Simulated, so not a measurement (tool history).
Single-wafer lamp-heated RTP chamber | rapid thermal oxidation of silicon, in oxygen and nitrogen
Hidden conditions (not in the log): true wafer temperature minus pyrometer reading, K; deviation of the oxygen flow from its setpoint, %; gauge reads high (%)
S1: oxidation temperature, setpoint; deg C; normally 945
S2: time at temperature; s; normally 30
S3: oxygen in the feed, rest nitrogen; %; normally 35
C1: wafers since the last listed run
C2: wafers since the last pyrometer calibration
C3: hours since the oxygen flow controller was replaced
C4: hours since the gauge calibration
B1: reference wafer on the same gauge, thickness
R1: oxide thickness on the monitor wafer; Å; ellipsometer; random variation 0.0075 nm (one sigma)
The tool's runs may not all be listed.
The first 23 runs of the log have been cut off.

run    hour   S1  S2  S3   C1    C2     C3      C4     B1     R1
 24  1748.1  945  30  35  523   612  261.2     746  2.351  26.89
 25    1819  965  43  17  657  1269  332.1   816.9  2.349  28.45
 26  1880.8  945  23  35  572  1842  393.9   878.7   2.35  25.82
 27  1941.7  968  37  35  564  2407  454.8   939.6  2.352  31.52
 28  2033.1  916  23  35  847  3254  546.2    1031  2.348  24.02
 29  2088.3  945  44  44  511  3765  601.4  1086.2  2.351  31.51
 30  2148.2  968  26  18  555  4320  661.3  1146.1  2.352  26.01
     2152.1  -- gauge calibrated
 31  2240.2  945  30  35  852  5173  753.3    88.1  2.349  27.36
 32    2321  945  16  64  748  5922  834.1   168.9  2.352  25.85
     2342.3  -- pyrometer window cleaned and pyrometer calibrated
 33  2368.4  915  42  35  365   242  881.5   216.3  2.349  26.31

Each row is a separate what-if for the run after 33, all from the same tool condition, not one after another. Results?
  A  2368.9  945  30  35   4  246  882  216.8   ?   ?
  B  2368.9  969  30  50   4  246  882  216.8   ?   ?
  C  2368.9  968  21  17   4  246  882  216.8   ?   ?
  D  2368.9  920  30  59   4  246  882  216.8   ?   ?
  E  2368.9  920  30  35   4  246  882  216.8   ?   ?

run     B1     R1
  A  2.351  26.96
  B  2.351  31.79
  C  2.351  24.66
  D  2.351  26.61
  E  2.351  25.09
What these runs would have given with no unlogged condition in the tool:
run     R1
  A  26.87
  B  31.63
  C   24.6
  D  26.52
  E  25.02

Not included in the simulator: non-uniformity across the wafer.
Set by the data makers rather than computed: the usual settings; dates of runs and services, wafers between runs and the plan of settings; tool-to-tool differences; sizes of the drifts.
